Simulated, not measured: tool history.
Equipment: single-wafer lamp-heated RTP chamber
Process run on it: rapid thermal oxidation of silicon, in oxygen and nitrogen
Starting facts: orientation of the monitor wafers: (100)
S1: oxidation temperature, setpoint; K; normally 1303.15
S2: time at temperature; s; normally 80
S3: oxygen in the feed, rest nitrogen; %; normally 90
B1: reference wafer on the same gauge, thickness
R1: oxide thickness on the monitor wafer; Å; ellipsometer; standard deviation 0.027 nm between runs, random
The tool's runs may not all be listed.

{"run": 1, "hour": 0.0, "S1": 1303.15, "S2": 80, "S3": 90, "B1": 7.329, "R1": 80.79}
{"run": 2, "hour": 12.0, "S1": 1303.15, "S2": 80, "S3": 90, "B1": 7.327, "R1": 81.02}
{"hour": 13.3, "done": "gauge calibrated"}
{"run": 3, "hour": 19.5, "S1": 1303.15, "S2": 80, "S3": 90, "B1": 7.336, "R1": 81.11}
{"run": 4, "hour": 32.3, "S1": 1303.15, "S2": 80, "S3": 90, "B1": 7.319, "R1": 81.25}
{"run": 5, "hour": 40.2, "S1": 1289.15, "S2": 80, "S3": 90, "B1": 7.327, "R1": 73.24}
{"run": 6, "hour": 56.6, "S1": 1289.15, "S2": 80, "S3": 90, "B1": 7.326, "R1": 73.31}
{"hour": 77.4, "done": "pyrometer window cleaned and pyrometer calibrated"}
{"run": 7, "hour": 77.9, "S1": 1289.15, "S2": 80, "S3": 90, "B1": 7.332, "R1": 68.49}
{"run": 8, "hour": 78.3, "S1": 1331.15, "S2": 120, "S3": 98, "B1": 7.329, "R1": 114.51}
{"run": 9, "hour": 88.6, "S1": 1277.15, "S2": 80, "S3": 98, "B1": 7.332, "R1": 65.29}
{"run": 10, "hour": 102.1, "S1": 1283.15, "S2": 80, "S3": 80, "B1": 7.321, "R1": 63.64}
{"hour": 117.7, "done": "gauge calibrated"}
{"hour": 125.3, "done": "oxygen flow controller replaced"}
{"run": 11, "hour": 125.8, "S1": 1303.15, "S2": 80, "S3": 90, "B1": 7.33, "R1": 77.03}
{"run": 12, "hour": 129.7, "S1": 1283.15, "S2": 80, "S3": 80, "B1": 7.33, "R1": 63.82}
{"run": 13, "hour": 174.8, "S1": 1313.15, "S2": 94, "S3": 98, "B1": 7.33, "R1": 93.02}
{"run": 14, "hour": 192.0, "S1": 1285.15, "S2": 80, "S3": 98, "B1": 7.325, "R1": 70.58}

Forecast each of these 3 alternatives for the next run:
{"run": "A", "hour": 192.5, "S1": 1303.15, "S2": 80, "S3": 75, "B1": "?", "R1": "?"}
{"run": "B", "hour": 192.5, "S1": 1321.15, "S2": 55, "S3": 90, "B1": "?", "R1": "?"}
{"run": "C", "hour": 192.5, "S1": 1276.15, "S2": 66, "S3": 98, "B1": "?", "R1": "?"}

run=A B1=7.325 R1=73.00
run=B B1=7.325 R1=74.64
run=C B1=7.325 R1=60.71
Without the tool's unlogged condition, the same runs would have read:
run=A R1=70.75
run=B R1=72.40
run=C R1=58.78
